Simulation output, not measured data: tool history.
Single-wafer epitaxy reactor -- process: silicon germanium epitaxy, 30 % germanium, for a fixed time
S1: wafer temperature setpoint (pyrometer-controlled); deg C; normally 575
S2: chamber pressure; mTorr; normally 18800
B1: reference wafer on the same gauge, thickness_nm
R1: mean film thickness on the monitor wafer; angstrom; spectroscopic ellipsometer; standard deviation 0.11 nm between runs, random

run	hour	S1	S2	B1	R1
1	0	575	18800	38.113	349.53
2	107.4	575	18800	38.092	346.5
3	151.7	575	18800	38.117	346.54
4	208.4	575	18800	38.081	346.25
5	311.3	575	15500	38.108	326.29
6	388.1	575	15500	38.099	327.94
7	439.9	579	18800	38.162	371.54
8	535	575	18800	38.081	345.54
9	636.3	575	18800	38.093	346.84
10	720.1	581	18800	38.098	383.32
11	759.9	581	18800	38.077	381.02
12	819.3	575	18800	38.06	345.61
13	888.9	570	15800	38.101	300.26
14	938.4	570	22300	38.076	334.19
# hour 951.5: capacitance manometer re-zeroed and calibrated
15	992	563	16500	38.121	267.7
# hour 1030.9: gauge calibrated
# hour 1053.8: showerhead replaced
16	1092.1	589	16200	38.1	416.96
# hour 1181.1: pyrometer calibrated
17	1191.8	563	16500	38.087	279.36
18	1241.2	586	20300	38.107	441.99
19	1485.8	575	18800	38.102	354.23
20	1571.8	564	17000	38.118	281.21
21	1634.1	575	18800	38.08	352.11
22	1695.3	566	20400	38.108	309.33
23	1766.1	582	23400	38.065	424.09

4 options for the next run, each taken on its own from the tool as it stands now. Forecast them:
A	1766.5	575	18800	?	?
B	1766.5	586	18800	?	?
C	1766.5	588	23400	?	?
D	1766.5	586	20400	?	?

run	B1	R1
A	38.115	351.43
B	38.115	423.18
C	38.115	470.11
D	38.115	434.54
Stripped of hidden state, with their random variation kept, the same runs would have yielded:
run	R1
A	359.33
B	432.47
C	480.39
D	444.07
